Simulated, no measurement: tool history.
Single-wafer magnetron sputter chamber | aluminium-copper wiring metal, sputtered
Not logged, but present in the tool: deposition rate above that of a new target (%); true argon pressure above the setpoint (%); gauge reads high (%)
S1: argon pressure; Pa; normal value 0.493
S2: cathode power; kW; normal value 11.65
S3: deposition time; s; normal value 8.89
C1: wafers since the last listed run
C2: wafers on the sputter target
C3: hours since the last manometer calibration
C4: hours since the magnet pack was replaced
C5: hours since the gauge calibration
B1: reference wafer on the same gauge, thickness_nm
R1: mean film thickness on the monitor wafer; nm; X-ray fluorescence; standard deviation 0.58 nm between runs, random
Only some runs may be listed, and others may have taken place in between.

| run | hour | S1 | S2 | S3 | C1 | C2 | C3 | C4 | C5 | B1 | R1 |
|---|---|---|---|---|---|---|---|---|---|---|---|
| 1 | 0 | 0.493 | 11.65 | 8.89 | 0 | 2357 | 1671.4 | 4274.2 | 234.6 | 171.888 | 188.871 |
| 2 | 24.3 | 0.493 | 11.65 | 8.89 | 634 | 2992 | 1695.7 | 4298.5 | 258.9 | 172.143 | 188.013 |
|  | 48.8 | sputter target and shields replaced |
| 3 | 49.3 | 0.493 | 11.65 | 8.89 | 444 | 13 | 1720.7 | 4323.5 | 283.9 | 172.116 | 190.926 |
| 4 | 62 | 0.493 | 11.65 | 8.03 | 331 | 345 | 1733.4 | 4336.2 | 296.6 | 171.952 | 171.926 |
| 5 | 75.7 | 0.493 | 11.65 | 8.89 | 357 | 703 | 1747.1 | 4349.9 | 310.3 | 171.869 | 190.526 |
| 6 | 93.5 | 0.493 | 11.65 | 8.89 | 465 | 1168 | 1764.9 | 4367.7 | 328.1 | 172.131 | 190.467 |
| 7 | 121.5 | 0.493 | 11.65 | 8.89 | 731 | 1900 | 1792.9 | 4395.7 | 356.1 | 171.89 | 191.163 |
| 8 | 138.5 | 0.493 | 11.65 | 8.89 | 444 | 2344 | 1809.9 | 4412.7 | 373.1 | 171.961 | 189.924 |
| 9 | 174.4 | 0.425 | 11.65 | 8.89 | 938 | 3282 | 1845.8 | 4448.6 | 409 | 171.965 | 195.429 |
|  | 189.9 | sputter target and shields replaced |
| 10 | 199.3 | 0.493 | 11.65 | 8.89 | 441 | 245 | 1870.7 | 4473.5 | 433.9 | 172.063 | 192.052 |
| 11 | 222.2 | 0.493 | 11.65 | 8.89 | 598 | 843 | 1893.6 | 4496.4 | 456.8 | 172.124 | 191.945 |
| 12 | 248.8 | 0.493 | 11.65 | 8.89 | 695 | 1538 | 1920.2 | 4523 | 483.4 | 172.092 | 192.439 |
| 13 | 262.3 | 0.493 | 11.65 | 8.89 | 352 | 1891 | 1933.7 | 4536.5 | 496.9 | 172.186 | 191.027 |
|  | 308.4 | sputter target and shields replaced |
| 14 | 316.8 | 0.493 | 11.65 | 8.89 | 1215 | 219 | 1988.2 | 4591 | 551.4 | 171.934 | 193.463 |
| 15 | 333.9 | 0.493 | 11.65 | 8.89 | 446 | 666 | 2005.3 | 4608.1 | 568.5 | 171.795 | 193.584 |
| 16 | 347.3 | 0.493 | 11.65 | 7.98 | 350 | 1016 | 2018.7 | 4621.5 | 581.9 | 172.071 | 172.894 |
| 17 | 362.9 | 0.493 | 11.65 | 8.89 | 407 | 1423 | 2034.3 | 4637.1 | 597.5 | 171.954 | 192.274 |
| 18 | 397.1 | 0.555 | 14 | 7.97 | 893 | 2317 | 2068.5 | 4671.3 | 631.7 | 171.865 | 199.082 |
| 19 | 411.6 | 0.581 | 14.3 | 10.21 | 378 | 2696 | 2083 | 4685.8 | 646.2 | 172.003 | 256.945 |

The next listed run, before its measurement:
| 20 | 428.8 | 0.493 | 12.9 | 8.2 | 449 | 3145 | 2100.2 | 4703 | 663.4 | ? | ? |

B1: 171.753
R1: 194.464 nm
If the tool had no hidden condition, the same run with the same run-to-run variation would have returned R1 189.258 nm.
